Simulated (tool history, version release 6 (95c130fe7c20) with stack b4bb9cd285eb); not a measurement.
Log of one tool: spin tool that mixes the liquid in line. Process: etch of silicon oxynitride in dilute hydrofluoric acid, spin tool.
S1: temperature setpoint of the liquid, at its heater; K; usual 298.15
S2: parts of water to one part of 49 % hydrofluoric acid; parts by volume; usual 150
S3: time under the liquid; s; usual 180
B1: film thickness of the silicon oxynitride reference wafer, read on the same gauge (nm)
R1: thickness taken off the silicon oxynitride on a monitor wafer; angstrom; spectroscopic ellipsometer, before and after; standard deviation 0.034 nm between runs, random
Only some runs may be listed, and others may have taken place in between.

| run | hour | S1 | S2 | S3 | B1 | R1 |
|---|---|---|---|---|---|---|
| 1 | 0.0 | 298.15 | 150 | 180 | 100.01 | 46.7 |
| 2 | 36.6 | 298.15 | 150 | 180 | 100.00 | 47.7 |
| 3 | 130.6 | 298.15 | 150 | 180 | 99.99 | 47.8 |
| 4 | 180.0 | 298.15 | 150 | 180 | 99.98 | 47.8 |
| 5 | 249.9 | 298.15 | 150 | 120 | 100.00 | 32.1 |
| 6 | 343.9 | 298.15 | 150 | 180 | 99.99 | 48.7 |
|  | 350.5 | hydrofluoric acid flow meter replaced |
| 7 | 392.6 | 301.15 | 150 | 180 | 99.99 | 51.5 |
| 8 | 463.7 | 301.15 | 150 | 180 | 99.99 | 51.9 |
| 9 | 566.9 | 298.15 | 150 | 180 | 100.01 | 45.8 |
| 10 | 656.7 | 300.15 | 80 | 275 | 99.99 | 153.0 |
| 11 | 721.6 | 299.65 | 200 | 75 | 99.99 | 14.9 |
|  | 748.2 | thermometer replaced |
| 12 | 787.2 | 298.15 | 150 | 180 | 100.00 | 49.9 |
| 13 | 828.0 | 295.65 | 150 | 280 | 99.99 | 70.1 |
|  | 831.8 | gauge calibrated |
| 14 | 932.9 | 296.65 | 85 | 285 | 99.99 | 140.4 |
| 15 | 992.6 | 298.15 | 150 | 180 | 100.00 | 51.3 |
|  | 1018.6 | hydrofluoric acid flow meter replaced |
| 16 | 1238.1 | 294.15 | 150 | 125 | 100.02 | 27.6 |
| 17 | 1288.3 | 296.65 | 220 | 180 | 100.00 | 29.3 |
| 18 | 1374.8 | 298.15 | 150 | 180 | 99.99 | 48.9 |
| 19 | 1444.6 | 295.65 | 150 | 180 | 100.00 | 43.7 |

Branching from run 19: 3 alternative next runs. What would each branch give?
| A | 1445.1 | 298.15 | 150 | 95 | ? | ? |
| B | 1445.1 | 298.15 | 220 | 225 | ? | ? |
| C | 1445.1 | 298.15 | 80 | 180 | ? | ? |

| run | B1 | R1 |
|---|---|---|
| A | 99.99 | 25.8 |
| B | 99.99 | 39.5 |
| C | 99.99 | 96.7 |
Without the tool's unlogged condition, the same runs would have read:
| run | R1 |
|---|---|
| A | 25.6 |
| B | 39.2 |
| C | 96.6 |
